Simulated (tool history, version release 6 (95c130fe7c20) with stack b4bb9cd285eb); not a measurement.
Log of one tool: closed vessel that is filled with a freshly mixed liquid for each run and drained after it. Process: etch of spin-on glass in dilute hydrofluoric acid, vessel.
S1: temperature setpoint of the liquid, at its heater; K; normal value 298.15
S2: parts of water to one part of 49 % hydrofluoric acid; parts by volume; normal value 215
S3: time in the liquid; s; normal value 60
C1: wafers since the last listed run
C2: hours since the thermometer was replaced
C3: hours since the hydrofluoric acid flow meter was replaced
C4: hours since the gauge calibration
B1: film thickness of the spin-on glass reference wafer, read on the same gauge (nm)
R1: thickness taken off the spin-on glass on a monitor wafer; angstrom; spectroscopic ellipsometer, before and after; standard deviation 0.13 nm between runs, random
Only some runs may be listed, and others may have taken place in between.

run	hour	S1	S2	S3	C1	C2	C3	C4	B1	R1
1	0	298.15	215	60	0	97.9	689.9	1076	50	128.1
2	98.8	298.15	215	60	10866	196.7	788.7	1174.8	50.01	128.4
3	167.3	298.15	215	60	7533	265.2	857.2	1243.3	50.01	123.6
4	195.9	298.15	215	60	3145	293.8	885.8	1271.9	50.02	125.3
5	222.1	298.15	215	60	2881	320	912	1298.1	50	125.3
6	281.4	298.15	215	60	6521	379.3	971.3	1357.4	49.99	123.1
7	340.9	298.15	215	60	6543	438.8	1030.8	1416.9	49.99	123.2
8	388.5	298.15	215	80	5235	486.4	1078.4	1464.5	50	161.1
9	438.3	298.15	215	80	5477	536.2	1128.2	1514.3	50	161.2
10	486.2	298.15	215	60	5268	584.1	1176.1	1562.2	49.99	118.6
11	542.7	301.65	215	60	6213	640.6	1232.6	1618.7	49.98	135.6
12	576.5	301.65	215	60	3717	674.4	1266.4	1652.5	49.99	133.9
13	758.8	298.15	215	45	20049	856.7	1448.7	1834.8	50	87.9
14	819.7	298.15	215	45	6697	917.6	1509.6	1895.7	49.99	88.4
# hour 841: gauge calibrated
15	855.1	298.15	215	60	3893	953	1545	14.1	50.01	114.4
16	885	298.15	215	60	3288	982.9	1574.9	44	50.01	116.2
17	939.8	298.15	215	60	6026	1037.7	1629.7	98.8	50.01	116.2
18	982.4	294.15	145	60	4685	1080.3	1672.3	141.4	50.01	157.1
19	1020.2	298.15	215	60	4157	1118.1	1710.1	179.2	49.98	115.3
20	1056.4	294.65	215	35	3981	1154.3	1746.3	215.4	50.01	58.8
21	1115.9	299.65	215	40	6543	1213.8	1805.8	274.9	50.01	80.9
22	1158.6	298.15	170	75	4696	1256.5	1848.5	317.6	50	189.7
23	1224	295.15	215	50	7192	1321.9	1913.9	383	50.02	83.4
24	1251.9	298.15	215	60	3068	1349.8	1941.8	410.9	50	111.8
# hour 1255.7: hydrofluoric acid flow meter replaced
25	1278.6	301.65	150	45	2826	1376.5	22.9	437.6	50	161.8
26	1327.8	294.15	145	60	5411	1425.7	72.1	486.8	50	164.6
# hour 1368.8: thermometer replaced
27	1374.5	298.15	215	60	5026	5.7	118.8	533.5	50	129.1
28	1458.6	298.15	215	60	9249	89.8	202.9	617.6	49.97	129.6
29	1526.7	299.65	215	60	7489	157.9	271	685.7	49.99	134.9
30	1578.8	296.15	120	40	5729	210	323.1	737.8	49.98	159.8
31	1636.7	298.15	215	30	6367	267.9	381	795.7	50.02	64.4
32	1682.5	298.15	215	45	5037	313.7	426.8	841.5	50	93
33	1743.5	298.15	215	60	6708	374.7	487.8	902.5	49.99	125.4
34	1791.8	302.15	215	90	5312	423	536.1	950.8	49.98	216.3
35	1826.6	298.15	215	60	3827	457.8	570.9	985.6	50.02	124.4

What differs in the tool's unlogged condition from the final listed run ahead of each entry between runs to the first listed run following it?
Logged between run 14 and run 15: gauge calibrated (hour 841)
  liquid colder than its thermometer reads (K): 1.24 -> 1.28; hydrofluoric acid flow below the setpoint (%): 6.08 -> 6.22
  measured less the result without the state, R1: -11.5 -> -15.3 angstrom
Logged between run 24 and run 25: hydrofluoric acid flow meter replaced (hour 1255.7)
  liquid colder than its thermometer reads (K): 1.8 -> 1.83; hydrofluoric acid flow below the setpoint (%): 7.76 -> 0.263
  measured less the result without the state, R1: -20.1 -> -11.8 angstrom
Logged between run 26 and run 27: thermometer replaced (hour 1368.8)
  liquid colder than its thermometer reads (K): 1.9 -> 0.209; hydrofluoric acid flow below the setpoint (%): 0.454 -> 0.636
  measured less the result without the state, R1: -13.8 -> -2 angstrom
